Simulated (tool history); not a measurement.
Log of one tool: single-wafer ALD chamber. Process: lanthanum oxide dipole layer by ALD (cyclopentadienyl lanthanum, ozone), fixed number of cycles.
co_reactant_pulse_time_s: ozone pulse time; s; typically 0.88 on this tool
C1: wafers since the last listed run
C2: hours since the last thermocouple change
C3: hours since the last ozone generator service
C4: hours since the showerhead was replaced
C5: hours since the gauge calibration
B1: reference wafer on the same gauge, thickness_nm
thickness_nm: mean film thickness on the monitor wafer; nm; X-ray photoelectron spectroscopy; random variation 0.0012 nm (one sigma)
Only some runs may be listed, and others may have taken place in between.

{"run": 1, "day": 0.0, "co_reactant_pulse_time_s": 0.88, "C1": 0, "C2": 2318.7, "C3": 475.3, "C4": 6546, "C5": 304.4, "B1": 0.46, "thickness_nm": 0.454}
{"run": 2, "day": 0.575, "co_reactant_pulse_time_s": 0.88, "C1": 244, "C2": 2332.5, "C3": 489.1, "C4": 6559.8, "C5": 318.2, "B1": 0.46, "thickness_nm": 0.456}
{"run": 3, "day": 1.388, "co_reactant_pulse_time_s": 0.88, "C1": 345, "C2": 2352, "C3": 508.6, "C4": 6579.3, "C5": 337.7, "B1": 0.46, "thickness_nm": 0.455}
{"run": 4, "day": 4.871, "co_reactant_pulse_time_s": 0.88, "C1": 1481, "C2": 2435.6, "C3": 592.2, "C4": 6662.9, "C5": 421.3, "B1": 0.46, "thickness_nm": 0.455}
{"run": 5, "day": 5.858, "co_reactant_pulse_time_s": 0.88, "C1": 420, "C2": 2459.3, "C3": 615.9, "C4": 6686.6, "C5": 445, "B1": 0.46, "thickness_nm": 0.454}
{"day": 9.283, "done": "ozone generator serviced"}
{"run": 6, "day": 9.646, "co_reactant_pulse_time_s": 0.88, "C1": 1469, "C2": 2550.2, "C3": 8.7, "C4": 6777.5, "C5": 535.9, "B1": 0.46, "thickness_nm": 0.465}
{"day": 10.742, "done": "gauge calibrated"}
{"run": 7, "day": 10.804, "co_reactant_pulse_time_s": 0.88, "C1": 492, "C2": 2578, "C3": 36.5, "C4": 6805.3, "C5": 1.5, "B1": 0.46, "thickness_nm": 0.466}
{"day": 11.321, "done": "thermocouple changed; heater temperature recalibrated"}
{"day": 12.217, "done": "showerhead replaced"}
{"run": 8, "day": 12.238, "co_reactant_pulse_time_s": 0.61, "C1": 326, "C2": 22, "C3": 70.9, "C4": 0.5, "C5": 35.9, "B1": 0.46, "thickness_nm": 0.415}
{"run": 9, "day": 13.083, "co_reactant_pulse_time_s": 0.61, "C1": 359, "C2": 42.3, "C3": 91.2, "C4": 20.8, "C5": 56.2, "B1": 0.46, "thickness_nm": 0.414}
{"run": 10, "day": 13.629, "co_reactant_pulse_time_s": 0.61, "C1": 232, "C2": 55.4, "C3": 104.3, "C4": 33.9, "C5": 69.3, "B1": 0.46, "thickness_nm": 0.412}
{"run": 11, "day": 14.825, "co_reactant_pulse_time_s": 0.88, "C1": 508, "C2": 84.1, "C3": 133, "C4": 62.6, "C5": 98, "B1": 0.46, "thickness_nm": 0.462}
{"run": 12, "day": 16.258, "co_reactant_pulse_time_s": 1.14, "C1": 609, "C2": 118.5, "C3": 167.4, "C4": 97, "C5": 132.4, "B1": 0.46, "thickness_nm": 0.493}
{"run": 13, "day": 16.85, "co_reactant_pulse_time_s": 1.12, "C1": 251, "C2": 132.7, "C3": 181.6, "C4": 111.2, "C5": 146.6, "B1": 0.46, "thickness_nm": 0.489}
{"run": 14, "day": 17.604, "co_reactant_pulse_time_s": 0.69, "C1": 320, "C2": 150.8, "C3": 199.7, "C4": 129.3, "C5": 164.7, "B1": 0.46, "thickness_nm": 0.428}
{"run": 15, "day": 18.717, "co_reactant_pulse_time_s": 0.58, "C1": 473, "C2": 177.5, "C3": 226.4, "C4": 156, "C5": 191.4, "B1": 0.46, "thickness_nm": 0.402}
{"run": 16, "day": 20.133, "co_reactant_pulse_time_s": 0.88, "C1": 602, "C2": 211.5, "C3": 260.4, "C4": 190, "C5": 225.4, "B1": 0.46, "thickness_nm": 0.458}
{"run": 17, "day": 20.879, "co_reactant_pulse_time_s": 0.67, "C1": 317, "C2": 229.4, "C3": 278.3, "C4": 207.9, "C5": 243.3, "B1": 0.46, "thickness_nm": 0.422}
{"run": 18, "day": 21.562, "co_reactant_pulse_time_s": 0.88, "C1": 290, "C2": 245.8, "C3": 294.7, "C4": 224.3, "C5": 259.7, "B1": 0.46, "thickness_nm": 0.456}
{"run": 19, "day": 22.75, "co_reactant_pulse_time_s": 1.05, "C1": 505, "C2": 274.3, "C3": 323.2, "C4": 252.8, "C5": 288.2, "B1": 0.46, "thickness_nm": 0.479}
{"run": 20, "day": 24.058, "co_reactant_pulse_time_s": 0.88, "C1": 556, "C2": 305.7, "C3": 354.6, "C4": 284.2, "C5": 319.6, "B1": 0.46, "thickness_nm": 0.456}
{"run": 21, "day": 24.912, "co_reactant_pulse_time_s": 1.04, "C1": 363, "C2": 326.2, "C3": 375.1, "C4": 304.7, "C5": 340.1, "B1": 0.46, "thickness_nm": 0.479}
{"run": 22, "day": 25.771, "co_reactant_pulse_time_s": 1.01, "C1": 365, "C2": 346.8, "C3": 395.7, "C4": 325.3, "C5": 360.7, "B1": 0.46, "thickness_nm": 0.475}
{"run": 23, "day": 26.692, "co_reactant_pulse_time_s": 0.88, "C1": 391, "C2": 368.9, "C3": 417.8, "C4": 347.4, "C5": 382.8, "B1": 0.46, "thickness_nm": 0.456}

State the hidden condition of the tool at each of the runs:
wafer temperature above the value expected at the setpoint (K): 0 across all the runs
gauge reads high (%): 0 across all the runs
H1: ozone dose above that of a generator just serviced (%)
run=1 H1=-9.72
run=2 H1=-9.78
run=3 H1=-9.87
run=4 H1=-10.2
run=5 H1=-10.2
run=6 H1=-1
run=7 H1=-2.16
run=8 H1=-3.39
run=9 H1=-4.03
run=10 H1=-4.41
run=11 H1=-5.17
run=12 H1=-5.95
run=13 H1=-6.24
run=14 H1=-6.58
run=15 H1=-7.03
run=16 H1=-7.53
run=17 H1=-7.76
run=18 H1=-7.96
run=19 H1=-8.26
run=20 H1=-8.56
run=21 H1=-8.72
run=22 H1=-8.88
run=23 H1=-9.03
